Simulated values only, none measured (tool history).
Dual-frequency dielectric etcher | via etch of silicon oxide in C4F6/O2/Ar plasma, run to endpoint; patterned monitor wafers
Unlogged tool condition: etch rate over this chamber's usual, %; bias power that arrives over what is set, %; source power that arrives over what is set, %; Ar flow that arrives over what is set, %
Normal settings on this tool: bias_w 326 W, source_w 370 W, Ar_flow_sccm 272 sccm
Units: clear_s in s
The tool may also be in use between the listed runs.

run   hour  bias_w  source_w  Ar_flow_sccm  wafers since the last listed run  hours since the last wet clean  hours since the last bias power generator calibration  hours since the last source power generator calibration  hours since the last Ar flow controller change  hours since the last upper electrode change  incoming incoming film thickness, nm  clear_s
  1      0     326       370           272                                 0                           120.3                                                 4152.8                                                   1231.2                                          3345.8                                       3205.1                                 130.1     35.8
  2   35.8     326       370           272                               271                           156.1                                                 4188.6                                                     1267                                          3381.6                                       3240.9                                 130.2     35.9
  3   52.2     326       370           272                               124                           172.5                                                   4205                                                   1283.4                                            3398                                       3257.3                                 129.8     35.7
  4   84.2     326       370           272                               243                           204.5                                                   4237                                                   1315.4                                            3430                                       3289.3                                 131.2     35.8
  5  105.9     326       370           272                               164                           226.2                                                 4258.7                                                   1337.1                                          3451.7                                         3311                                 131.1     35.9
  6  134.5     326       370           272                               217                           254.8                                                 4287.3                                                   1365.7                                          3480.3                                       3339.6                                 130.9     36.6
  7  158.4     326       330           272                               181                           278.7                                                 4311.2                                                   1389.6                                          3504.2                                       3363.5                                 131.3     37.4
  8  177.9     326       330           272                               148                           298.2                                                 4330.7                                                   1409.1                                          3523.7                                         3383                                 130.1     36.8
  9  193.9     326       330           272                               121                           314.2                                                 4346.7                                                   1425.1                                          3539.7                                         3399                                 130.2       37
 10  214.4     326       370           272                               155                           334.7                                                 4367.2                                                   1445.6                                          3560.2                                       3419.5                                 129.1     35.5
     219.9  -- bias power generator calibrated
     227.3  -- Ar flow controller replaced
 11  227.8     326       370           272                                25                           348.1                                                    7.9                                                     1459                                             0.5                                       3432.9                                 130.1     35.6
 12  245.1     326       370           272                               131                           365.4                                                   25.2                                                   1476.3                                            17.8                                       3450.2                                 131.4     35.7
 13    275     326       370           272                               227                           395.3                                                   55.1                                                   1506.2                                            47.7                                       3480.1                                 130.1       36
     310.6  -- wet clean of the chamber
 14  311.1     384       370           272                                91                             0.5                                                   91.2                                                   1542.3                                            83.8                                       3516.2                                 130.1     34.5
     340.9  -- upper electrode replaced
 15  341.4     326       370           291                                47                            30.8                                                  121.5                                                   1572.6                                           114.1                                          0.5                                 129.5     35.8
 16  360.1     326       370           272                               142                            49.5                                                  140.2                                                   1591.3                                           132.8                                         19.2                                 131.8     36.5
 17  381.2     258       370           232                               160                            70.6                                                  161.3                                                   1612.4                                           153.9                                         40.3                                 129.6       37
     431.7  -- source power generator calibrated
 18  468.9     326       370           272                               635                           158.3                                                    249                                                     37.2                                           241.6                                          128                                 130.4     35.9
 19  501.9     266       430           272                               250                           191.3                                                    282                                                     70.2                                           274.6                                          161                                 131.2     36.7
 20  531.2     254       370           245                               222                           220.6                                                  311.3                                                     99.5                                           303.9                                        190.3                                 130.2     38.1
 21  563.6     326       370           272                               246                             253                                                  343.7                                                    131.9                                           336.3                                        222.7                                 129.4       36
 22  576.2     326       410           272                                95                           265.6                                                  356.3                                                    144.5                                           348.9                                        235.3                                   131     35.5
 23  611.1     286       370           272                               265                           300.5                                                  391.2                                                    179.4                                           383.8                                        270.2                                   131     36.9
     661.4  -- wet clean of the chamber
 24  661.9     257       320           324                               203                             0.5                                                    442                                                    230.2                                           434.6                                          321                                 130.6     39.7
 25    676     326       370           226                               107                            14.6                                                  456.1                                                    244.3                                           448.7                                        335.1                                 130.7     35.2
 26  694.7     367       370           272                               142                            33.3                                                  474.8                                                      263                                           467.4                                        353.8                                 129.6     34.6
 27  709.8     387       340           321                               114                            48.4                                                  489.9                                                    278.1                                           482.5                                        368.9                                 131.5     35.7
 28  739.4     305       370           305                               224                              78                                                  519.5                                                    307.7                                           512.1                                        398.5                                 131.5     36.9
 29  765.1     288       370           211                               195                           103.7                                                  545.2                                                    333.4                                           537.8                                        424.2                                 130.7     36.2

Below are 4 alternative next runs, each starting from the tool's condition after run 29. Predict each:
  A  765.5     326       370           272                                 3                           104.1                                                  545.6                                                    333.8                                           538.2                                        424.6                                   130        ?
  B  765.5     266       390           253                                 3                           104.1                                                  545.6                                                    333.8                                           538.2                                        424.6                                   130        ?
  C  765.5     326       340           290                                 3                           104.1                                                  545.6                                                    333.8                                           538.2                                        424.6                                   130        ?
  D  765.5     326       290           272                                 3                           104.1                                                  545.6                                                    333.8                                           538.2                                        424.6                                   130        ?

run  clear_s
  A     35.7
  B     36.6
  C     36.5
  D     37.5
With no hidden state in the tool, these same runs would have given:
run  clear_s
  A     35.7
  B     36.6
  C     36.5
  D     37.5
